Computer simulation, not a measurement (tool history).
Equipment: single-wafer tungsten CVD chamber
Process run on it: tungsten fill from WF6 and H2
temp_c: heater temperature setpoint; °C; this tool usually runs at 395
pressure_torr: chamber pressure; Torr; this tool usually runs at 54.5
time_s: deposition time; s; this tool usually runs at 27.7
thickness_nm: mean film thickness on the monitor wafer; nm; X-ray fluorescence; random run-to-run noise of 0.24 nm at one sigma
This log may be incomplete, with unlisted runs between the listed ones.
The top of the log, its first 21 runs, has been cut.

run	hour	temp_c	pressure_torr	time_s	wafers since the last listed run	hours since the last thermocouple change	hours since the last manometer calibration	hours since the showerhead was replaced	hours since the gauge calibration	read-back reference wafer on the same gauge, thickness_nm	thickness_nm
22	1213.5	387	54.5	32.8	1195	393.5	2295.3	286.2	2011.6	108.002	112.146
23	1274.9	388	54.5	30.9	2223	454.9	2356.7	347.6	2073	108.049	107.349
24	1321.2	395	47	30.6	1676	501.2	2403	393.9	2119.3	108.014	109.511
25	1347.3	395	54.5	27.7	945	527.3	2429.1	420	2145.4	107.992	108.421
# hour 1372.9: capacitance manometer re-zeroed and calibrated
# hour 1451.6: gauge calibrated
26	1538.2	395	54.5	24.7	6623	718.2	165.3	610.9	86.6	107.967	95.304
27	1605	402	54.5	23	2419	785	232.1	677.7	153.4	108.004	99.565
28	1643.6	395	54.5	27.7	1397	823.6	270.7	716.3	192	107.996	107.091
29	1693.4	395	54.5	27.7	1803	873.4	320.5	766.1	241.8	108.032	107.296
30	1721.9	390	60.9	22.9	1032	901.9	349	794.6	270.3	107.943	87.055
31	1782.5	395	44	22.3	2194	962.5	409.6	855.2	330.9	108.021	75.972
32	1824.1	395	49.7	32.8	1506	1004.1	451.2	896.8	372.5	107.964	120.539
33	1861.6	389	59	26.1	1358	1041.6	488.7	934.3	410	107.996	95.82

Each row is a separate what-if for the run after 33, all from the same tool condition, not one after another. Results?
A	1862	395	54.5	27.7	14	1042	489.1	934.7	410.4	?	?
B	1862	403	48.1	23.7	14	1042	489.1	934.7	410.4	?	?
C	1862	389	65.8	23.9	14	1042	489.1	934.7	410.4	?	?
D	1862	395	65.1	29.8	14	1042	489.1	934.7	410.4	?	?
E	1862	408	44.8	29.9	14	1042	489.1	934.7	410.4	?	?

run	read-back reference wafer on the same gauge, thickness_nm	thickness_nm
A	108.013	107.891
B	108.013	97.493
C	108.013	93.39
D	108.013	128.111
E	108.013	127.266
With no hidden state in the tool, these same runs would have given:
run	thickness_nm
A	106.718
B	96.403
C	92.409
D	126.766
E	125.823
